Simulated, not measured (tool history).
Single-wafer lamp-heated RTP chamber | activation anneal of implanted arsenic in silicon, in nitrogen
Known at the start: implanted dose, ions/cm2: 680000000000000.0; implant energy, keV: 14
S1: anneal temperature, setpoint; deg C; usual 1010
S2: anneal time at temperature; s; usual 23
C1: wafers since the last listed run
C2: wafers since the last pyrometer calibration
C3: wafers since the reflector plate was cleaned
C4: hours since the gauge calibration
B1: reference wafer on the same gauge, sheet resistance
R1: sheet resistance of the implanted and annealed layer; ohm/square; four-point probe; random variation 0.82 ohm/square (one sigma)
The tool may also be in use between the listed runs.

Run 1, hour 0.0: usual settings but S2 32 s; C1 0; C2 1343; C3 7386; C4 187.5; B1 196.80. Result: R1 183.65 ohm/square.
Run 2, hour 12.9: usual settings but S2 32 s; C1 242; C2 1585; C3 7628; C4 200.4; B1 197.23. Result: R1 183.04 ohm/square.
Run 3, hour 29.6: usual settings; C1 313; C2 1899; C3 7942; C4 217.1; B1 197.43. Result: R1 187.65 ohm/square.
Run 4, hour 41.7: usual settings but S1 1017 deg C, S2 29 s; C1 227; C2 2127; C3 8170; C4 229.2; B1 197.43. Result: R1 180.73 ohm/square.
Run 5, hour 57.4: usual settings but S1 1001 deg C; C1 295; C2 2422; C3 8465; C4 244.9; B1 196.85. Result: R1 188.48 ohm/square.
Run 6, hour 68.5: usual settings; C1 208; C2 2631; C3 8674; C4 256.0; B1 197.03. Result: R1 186.01 ohm/square.
Run 7, hour 81.1: usual settings; C1 236; C2 2868; C3 8911; C4 268.6; B1 196.87. Result: R1 186.94 ohm/square.
Run 8, hour 95.6: usual settings; C1 272; C2 3140; C3 9183; C4 283.1; B1 196.85. Result: R1 185.71 ohm/square.
Run 9, hour 108.5: usual settings; C1 242; C2 3383; C3 9426; C4 296.0; B1 197.18. Result: R1 187.09 ohm/square.
Run 10, hour 123.8: usual settings but S2 16 s; C1 287; C2 3670; C3 9713; C4 311.3; B1 197.15. Result: R1 190.23 ohm/square.
Run 11, hour 137.5: usual settings but S2 16 s; C1 257; C2 3928; C3 9971; C4 325.0; B1 197.22. Result: R1 191.06 ohm/square.
Run 12, hour 150.9: usual settings but S2 16 s; C1 251; C2 4180; C3 10223; C4 338.4; B1 196.83. Result: R1 190.82 ohm/square.
Run 13, hour 158.9: usual settings but S1 990 deg C, S2 26 s; C1 150; C2 4330; C3 10373; C4 346.4; B1 196.59. Result: R1 190.64 ohm/square.
Run 14, hour 174.1: usual settings but S1 990 deg C, S2 26 s; C1 285; C2 4616; C3 10659; C4 361.6; B1 197.16. Result: R1 189.57 ohm/square.
Run 15, hour 190.9: usual settings but S1 990 deg C, S2 26 s; C1 315; C2 4932; C3 10975; C4 378.4; B1 196.88. Result: R1 189.47 ohm/square.
Run 16, hour 204.9: usual settings; C1 263; C2 5195; C3 11238; C4 392.4; B1 196.98. Result: R1 184.05 ohm/square.
At hour 221.3: pyrometer window cleaned and pyrometer calibrated.
Run 17, hour 221.8: usual settings; C1 167; C2 9; C3 11405; C4 409.3; B1 196.94. Result: R1 189.37 ohm/square.
At hour 235.7: reflector plate cleaned.
Run 18, hour 236.2: usual settings but S1 1037 deg C, S2 34 s; C1 120; C2 129; C3 8; C4 423.7; B1 197.26. Result: R1 174.61 ohm/square.
Run 19, hour 244.5: usual settings but S1 989 deg C, S2 37 s; C1 156; C2 285; C3 165; C4 432.0; B1 197.14. Result: R1 188.91 ohm/square.
Run 20, hour 252.4: usual settings but S1 1035 deg C, S2 13 s; C1 148; C2 434; C3 313; C4 439.9; B1 196.94. Result: R1 188.46 ohm/square.
Run 21, hour 264.0: usual settings but S1 1023 deg C, S2 31 s; C1 218; C2 652; C3 531; C4 451.5; B1 197.17. Result: R1 180.82 ohm/square.
At hour 267.7: gauge calibrated.
Run 22, hour 290.6: usual settings but S1 1031 deg C, S2 29 s; C1 500; C2 1152; C3 1031; C4 22.9; B1 196.98. Result: R1 177.73 ohm/square.
Run 23, hour 308.4: usual settings but S1 1019 deg C, S2 31 s; C1 334; C2 1487; C3 1366; C4 40.7; B1 197.29. Result: R1 181.01 ohm/square.
Run 24, hour 360.6: usual settings but S2 16 s; C1 981; C2 2468; C3 2347; C4 92.9; B1 196.96. Result: R1 193.01 ohm/square.
Run 25, hour 373.9: usual settings but S1 1019 deg C, S2 10 s; C1 250; C2 2718; C3 2597; C4 106.2; B1 197.09. Result: R1 195.52 ohm/square.
Run 26, hour 387.9: usual settings but S1 995 deg C, S2 30 s; C1 263; C2 2982; C3 2861; C4 120.2; B1 197.02. Result: R1 188.76 ohm/square.
Run 27, hour 399.5: usual settings but S1 1039 deg C, S2 12 s; C1 218; C2 3200; C3 3079; C4 131.8; B1 196.98. Result: R1 186.01 ohm/square.
Run 28, hour 410.8: usual settings but S1 1024 deg C, S2 27 s; C1 212; C2 3412; C3 3291; C4 143.1; B1 196.94. Result: R1 179.45 ohm/square.
Run 29, hour 425.7: usual settings but S1 1029 deg C; C1 280; C2 3692; C3 3571; C4 158.0; B1 197.31. Result: R1 180.09 ohm/square.
Run 30, hour 438.9: usual settings but S1 1036 deg C, S2 19 s; C1 248; C2 3940; C3 3819; C4 171.2; B1 197.01. Result: R1 179.82 ohm/square.
At hour 457.4: pyrometer window cleaned and pyrometer calibrated.
Run 31, hour 457.9: usual settings but S2 15 s; C1 206; C2 9; C3 4026; C4 190.2; B1 197.03. Result: R1 194.25 ohm/square.

Measured less the same run without the tool's hidden state. The same run-to-run variation is in both; the gauge's scatter may not be:
The hidden state here: true wafer temperature minus pyrometer reading, K; wafer temperature error from the tarnished reflector plate, K; gauge reads high (%).
run     R1
  1  -1.84
  2  -2.02
  3  -2.23
  4  -2.34
  5  -2.64
  6  -2.79
  7  -2.99
  8  -3.19
  9  -3.41
 10  -3.43
 11  -3.64
 12  -3.83
 13  -4.20
 14  -4.41
 15  -4.68
 16  -4.76
 17  -0.22
 18  -0.37
 19  -0.58
 20  -0.62
 21  -0.81
 22  -1.12
 23  -1.47
 24  -2.17
 25  -2.18
 26  -2.82
 27  -2.59
 28  -2.84
 29  -3.00
 30  -3.13
 31  -0.58
